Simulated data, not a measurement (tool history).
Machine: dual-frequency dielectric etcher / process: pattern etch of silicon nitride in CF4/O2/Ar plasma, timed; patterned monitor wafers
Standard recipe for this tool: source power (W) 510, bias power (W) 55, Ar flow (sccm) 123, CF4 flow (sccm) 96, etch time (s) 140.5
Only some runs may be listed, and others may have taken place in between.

run	hour	source power (W)	bias power (W)	Ar flow (sccm)	CF4 flow (sccm)	etch time (s)	wafers since the last listed run	hours since the last wet clean	hours since the last source power generator calibration	hours since the last bias power generator calibration	hours since the last Ar flow controller change	hours since the last CF4 flow controller change	hours since the last upper electrode change	hours since the gauge calibration	read-back reference wafer on the same gauge, depth_nm	mean etch depth across the wafer (nm)
1	0	510	55	123	96	140.5	0	405.9	3907.7	4664.9	71.1	3346.9	0.5	80.1	324.2	283.7
2	91.8	510	55	123	96	140.5	802	497.7	3999.5	4756.7	162.9	3438.7	92.3	171.9	323.9	283.5
# hour 116.6: wet clean of the chamber
3	160	510	55	123	96	140.5	386	43.4	4067.7	4824.9	231.1	3506.9	160.5	240.1	324.3	285.5
4	230.1	510	55	123	96	140.5	612	113.5	4137.8	4895	301.2	3577	230.6	310.2	323.6	282.7
5	334.9	510	55	123	96	140.5	915	218.3	4242.6	4999.8	406	3681.8	335.4	415	324.2	285.2
# hour 367.6: bias power generator calibrated
6	391.7	510	55	123	96	140.5	461	275.1	4299.4	24.1	462.8	3738.6	392.2	471.8	324.2	285.2
7	464.3	630	63	123	79	140.5	634	347.7	4372	96.7	535.4	3811.2	464.8	544.4	324.4	336.3
8	541.6	510	59	123	96	140.5	675	425	4449.3	174	612.7	3888.5	542.1	621.7	324.1	292.4
# hour 599.6: source power generator calibrated
9	623.3	510	41	123	96	103	678	506.7	23.7	255.7	694.4	3970.2	623.8	703.4	323.9	184
# hour 671.9: wet clean of the chamber
10	693.2	510	46	148	96	140.5	401	21.3	93.6	325.6	764.3	4040.1	693.7	773.3	324.1	253.3
11	737.5	410	50	140	79	140.5	387	65.6	137.9	369.9	808.6	4084.4	738	817.6	324.1	233.1
12	787.6	600	55	123	96	140.5	437	115.7	188	420	858.7	4134.5	788.1	867.7	323.9	311.2
13	829.6	510	41	123	96	103	366	157.7	230	462	900.7	4176.5	830.1	909.7	323.9	183.3
14	867.9	590	64	123	96	140.5	334	196	268.3	500.3	939	4214.8	868.4	948	323.8	329.6
15	920.5	510	55	112	96	140.5	459	248.6	320.9	552.9	991.6	4267.4	921	1000.6	324	289.1

What does the tool deliver on the next run?
# hour 954.3: CF4 flow controller replaced
16	1015.4	450	55	102	96	152.5	776	343.5	415.8	647.8	1086.5	61.1	1015.9	1095.5	?	?

read-back reference wafer on the same gauge, depth_nm: 323.6
mean etch depth across the wafer (nm): 295.9
With the hidden condition absent and the run-to-run variation left alone, this run would have shown mean etch depth across the wafer (nm) 295.9.
